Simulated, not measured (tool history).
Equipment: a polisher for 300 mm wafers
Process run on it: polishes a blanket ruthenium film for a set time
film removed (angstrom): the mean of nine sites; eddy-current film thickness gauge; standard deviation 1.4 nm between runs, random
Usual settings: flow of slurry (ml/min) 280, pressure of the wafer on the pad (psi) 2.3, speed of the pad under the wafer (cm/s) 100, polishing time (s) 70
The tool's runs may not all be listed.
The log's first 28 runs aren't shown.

| run | hour | flow of slurry (ml/min) | pressure of the wafer on the pad (psi) | speed of the pad under the wafer (cm/s) | polishing time (s) | wafers since the last listed run | wafers polished on this pad | hours since the slurry nozzle was cleaned | hours since the head pressure was calibrated | incoming thickness of the incoming film, nm | film removed (angstrom) |
|---|---|---|---|---|---|---|---|---|---|---|---|
| 29 | 817.8 | 280 | 2.9 | 100 | 82 | 254 | 1283 | 180.7 | 226.6 | 274.3 | 1360 |
| 30 | 830.4 | 220 | 2.9 | 84 | 62 | 89 | 1372 | 193.3 | 239.2 | 268 | 862 |
|  | 837 | worn pad replaced by a new one |
| 31 | 896.8 | 350 | 2.3 | 100 | 47 | 443 | 424 | 259.7 | 305.6 | 267.8 | 674 |
| 32 | 931.4 | 280 | 2.7 | 124 | 70 | 245 | 670 | 294.3 | 340.2 | 273.8 | 1255 |
| 33 | 952.8 | 280 | 2.1 | 100 | 70 | 151 | 822 | 315.7 | 361.6 | 270 | 928 |
| 34 | 968.4 | 325 | 1.8 | 90 | 70 | 110 | 933 | 331.3 | 377.2 | 274.1 | 784 |
| 35 | 984.4 | 280 | 1.8 | 100 | 81 | 113 | 1046 | 347.3 | 393.2 | 269.9 | 937 |
| 36 | 1056.2 | 185 | 2.3 | 100 | 70 | 509 | 1556 | 419.1 | 465 | 271.9 | 913 |
|  | 1071.1 | worn pad replaced by a new one |
| 37 | 1071.6 | 280 | 2.3 | 100 | 70 | 80 | 3 | 434.5 | 480.4 | 272 | 960 |

Alternative continuations, all from the tool just after run 37; predict every row:
| A | 1072 | 280 | 2.3 | 100 | 60 | 2 | 6 | 434.9 | 480.8 | 271.4 | ? |
| B | 1072 | 195 | 2.3 | 100 | 56 | 2 | 6 | 434.9 | 480.8 | 271.4 | ? |
| C | 1072 | 280 | 2.3 | 114 | 70 | 2 | 6 | 434.9 | 480.8 | 271.4 | ? |

| run | film removed (angstrom) |
|---|---|
| A | 825 |
| B | 728 |
| C | 1041 |
With the hidden condition removed and each run's random variation left untouched, the same runs would have given:
| run | film removed (angstrom) |
|---|---|
| A | 823 |
| B | 725 |
| C | 1038 |
